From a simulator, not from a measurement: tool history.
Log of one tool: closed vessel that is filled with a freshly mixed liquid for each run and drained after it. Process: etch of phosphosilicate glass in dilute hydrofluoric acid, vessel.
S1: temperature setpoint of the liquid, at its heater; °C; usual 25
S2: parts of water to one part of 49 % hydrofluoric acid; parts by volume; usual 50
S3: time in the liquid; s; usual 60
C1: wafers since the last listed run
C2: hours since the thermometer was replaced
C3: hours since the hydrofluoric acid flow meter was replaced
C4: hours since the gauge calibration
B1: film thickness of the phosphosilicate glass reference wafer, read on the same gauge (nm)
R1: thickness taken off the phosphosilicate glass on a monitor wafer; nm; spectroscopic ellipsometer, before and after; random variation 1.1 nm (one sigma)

Run 1, hour 0: usual settings; C1 0; C2 1887.7; C3 536.7; C4 165.3; B1 140.02. Result: R1 132.51 nm.
Run 2, hour 97.6: usual settings; C1 7388; C2 1985.3; C3 634.3; C4 262.9; B1 139.99. Result: R1 131.39 nm.
Run 3, hour 178.5: usual settings; C1 6124; C2 2066.2; C3 715.2; C4 343.8; B1 139.99. Result: R1 135.25 nm.
Run 4, hour 267.8: usual settings; C1 6760; C2 2155.5; C3 804.5; C4 433.1; B1 140.01. Result: R1 136.01 nm.
Run 5, hour 363.8: usual settings; C1 7267; C2 2251.5; C3 900.5; C4 529.1; B1 139.98. Result: R1 136.95 nm.
Run 6, hour 468.2: usual settings; C1 7903; C2 2355.9; C3 1004.9; C4 633.5; B1 139.98. Result: R1 138 nm.
At hour 542.9: hydrofluoric acid flow meter replaced.
Run 7, hour 543.8: usual settings; C1 5647; C2 2431.5; C3 0.9; C4 709.1; B1 139.99. Result: R1 125.59 nm.
Run 8, hour 583.9: usual settings but S1 22 °C; C1 3035; C2 2471.6; C3 41; C4 749.2; B1 140.01. Result: R1 110.69 nm.
Run 9, hour 650.9: usual settings but S1 22 °C; C1 5072; C2 2538.6; C3 108; C4 816.2; B1 140.01. Result: R1 111.85 nm.
Run 10, hour 752: usual settings; C1 7653; C2 2639.7; C3 209.1; C4 917.3; B1 140.01. Result: R1 129.7 nm.
Run 11, hour 842.1: usual settings but S2 65 parts by volume; C1 6821; C2 2729.8; C3 299.2; C4 1007.4; B1 140. Result: R1 98.49 nm.
Run 12, hour 894.1: usual settings but S2 65 parts by volume, S3 45 s; C1 3936; C2 2781.8; C3 351.2; C4 1059.4; B1 140.01. Result: R1 74.1 nm.
At hour 960.6: gauge calibrated.
At hour 973.1: thermometer replaced.
Run 13, hour 977.5: usual settings but S1 23 °C, S2 60 parts by volume, S3 30 s; C1 6238; C2 4.4; C3 434.6; C4 16.9; B1 140.01. Result: R1 49.22 nm.
Run 14, hour 1065.5: usual settings but S3 70 s; C1 6662; C2 92.4; C3 522.6; C4 104.9; B1 140.01. Result: R1 157.09 nm.
Run 15, hour 1104.5: usual settings but S3 35 s; C1 2952; C2 131.4; C3 561.6; C4 143.9; B1 140. Result: R1 77.42 nm.
Run 16, hour 1183.7: usual settings but S1 26.5 °C, S2 65 parts by volume, S3 40 s; C1 5995; C2 210.6; C3 640.8; C4 223.1; B1 139.99. Result: R1 71.86 nm.
Run 17, hour 1277: usual settings; C1 7063; C2 303.9; C3 734.1; C4 316.4; B1 140.01. Result: R1 134.68 nm.
Run 18, hour 1337.8: usual settings but S1 22.5 °C; C1 4602; C2 364.7; C3 794.9; C4 377.2; B1 139.98. Result: R1 124.11 nm.
At hour 1348.3: hydrofluoric acid flow meter replaced.
Run 19, hour 1401: usual settings but S1 27 °C, S2 60 parts by volume, S3 70 s; C1 4708; C2 427.9; C3 52.7; C4 440.4; B1 140. Result: R1 129.06 nm.
Run 20, hour 1465.5: usual settings; C1 4883; C2 492.4; C3 117.2; C4 504.9; B1 140.01. Result: R1 125.35 nm.
Run 21, hour 1509.6: usual settings but S1 22.5 °C, S2 30 parts by volume, S3 80 s; C1 3338; C2 536.5; C3 161.3; C4 549; B1 139.99. Result: R1 259.33 nm.

3 ways to go on from here, each from the tool as it stands after run 21. What would each give?
Run A, hour 1510.3: usual settings; C1 52; C2 537.2; C3 162; C4 549.7; B1 ?. Result: R1 ?.
Run B, hour 1510.3: usual settings but S2 35 parts by volume; C1 52; C2 537.2; C3 162; C4 549.7; B1 ?. Result: R1 ?.
Run C, hour 1510.3: usual settings but S1 22.5 °C, S2 60 parts by volume; C1 52; C2 537.2; C3 162; C4 549.7; B1 ?. Result: R1 ?.

run      B1      R1
  A  140.01   126.9
  B  140.01  184.93
  C  140.01   94.19
Without the tool's hidden state the same runs would have given:
run      R1
  A  123.97
  B  180.78
  C   92.02
